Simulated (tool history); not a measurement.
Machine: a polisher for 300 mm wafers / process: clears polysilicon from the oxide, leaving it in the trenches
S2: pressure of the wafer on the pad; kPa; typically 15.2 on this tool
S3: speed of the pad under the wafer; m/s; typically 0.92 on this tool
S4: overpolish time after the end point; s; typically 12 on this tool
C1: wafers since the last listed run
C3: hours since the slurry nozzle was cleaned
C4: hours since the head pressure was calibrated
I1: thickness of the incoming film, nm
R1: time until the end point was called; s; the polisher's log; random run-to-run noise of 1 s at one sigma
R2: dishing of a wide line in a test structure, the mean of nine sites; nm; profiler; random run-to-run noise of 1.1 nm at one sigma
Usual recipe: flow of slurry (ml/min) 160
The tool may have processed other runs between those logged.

run 1 hour=0 | flow_of_slurry_(ml/min)=160 S2=15.2 S3=0.92 S4=12 | C1=0 wafers_polished_on_this_pad=1194 C3=450.7 C4=388.4 | I1=689.5 | R1=59.8 R2=69.3
-- hour=71.7 head pressure recalibrated
run 2 hour=103.9 | flow_of_slurry_(ml/min)=160 S2=15.2 S3=0.92 S4=12 | C1=685 wafers_polished_on_this_pad=1880 C3=554.6 C4=32.2 | I1=688.2 | R1=60.4 R2=67.5
-- hour=156.3 slurry nozzle cleaned
run 3 hour=166.9 | flow_of_slurry_(ml/min)=160 S2=15.2 S3=0.92 S4=12 | C1=416 wafers_polished_on_this_pad=2297 C3=10.6 C4=95.2 | I1=686.8 | R1=61.5 R2=68
-- hour=212.4 worn pad replaced by a new one
run 4 hour=216.2 | flow_of_slurry_(ml/min)=160 S2=15.2 S3=0.92 S4=12 | C1=304 wafers_polished_on_this_pad=25 C3=59.9 C4=144.5 | I1=702.4 | R1=61 R2=67.8
run 5 hour=507.8 | flow_of_slurry_(ml/min)=195 S2=15.2 S3=0.92 S4=12 | C1=1961 wafers_polished_on_this_pad=1986 C3=351.5 C4=436.1 | I1=697.3 | R1=58.2 R2=67.2
-- hour=538.8 worn pad replaced by a new one
-- hour=568 head pressure recalibrated
run 6 hour=597.6 | flow_of_slurry_(ml/min)=195 S2=15.2 S3=0.92 S4=12 | C1=563 wafers_polished_on_this_pad=381 C3=441.3 C4=29.6 | I1=685.9 | R1=56 R2=67.6
run 7 hour=665.2 | flow_of_slurry_(ml/min)=195 S2=15.2 S3=0.92 S4=12 | C1=454 wafers_polished_on_this_pad=836 C3=508.9 C4=97.2 | I1=681.8 | R1=58.1 R2=70.4
run 8 hour=729.6 | flow_of_slurry_(ml/min)=160 S2=15.2 S3=0.92 S4=8 | C1=433 wafers_polished_on_this_pad=1269 C3=573.3 C4=161.6 | I1=693.6 | R1=60.4 R2=57.2
run 9 hour=788.1 | flow_of_slurry_(ml/min)=160 S2=15.2 S3=1.06 S4=12 | C1=393 wafers_polished_on_this_pad=1662 C3=631.8 C4=220.1 | I1=686 | R1=51.8 R2=72.4
run 10 hour=846.4 | flow_of_slurry_(ml/min)=160 S2=15.2 S3=0.92 S4=7 | C1=392 wafers_polished_on_this_pad=2054 C3=690.1 C4=278.4 | I1=702 | R1=62.8 R2=52.7
-- hour=884.9 worn pad replaced by a new one
-- hour=914.8 slurry nozzle cleaned
run 11 hour=919.6 | flow_of_slurry_(ml/min)=140 S2=9.7 S3=1.22 S4=17 | C1=458 wafers_polished_on_this_pad=226 C3=4.8 C4=351.6 | I1=682.7 | R1=66.3 R2=73.8
run 12 hour=977.4 | flow_of_slurry_(ml/min)=160 S2=19.3 S3=1.18 S4=16 | C1=388 wafers_polished_on_this_pad=615 C3=62.6 C4=409.4 | I1=690.5 | R1=38.4 R2=80.9

Run 13 has not been measured yet. What should we expect?
run 13 hour=1041.7 | flow_of_slurry_(ml/min)=140 S2=9.7 S3=1.22 S4=17 | C1=432 wafers_polished_on_this_pad=1047 C3=126.9 C4=473.7 | I1=681.5 | R1=? R2=?

R1: 67 s
R2: 73.7 nm
With no hidden state in the tool, this same run would have given R1 67 s, R2 73.7 nm.
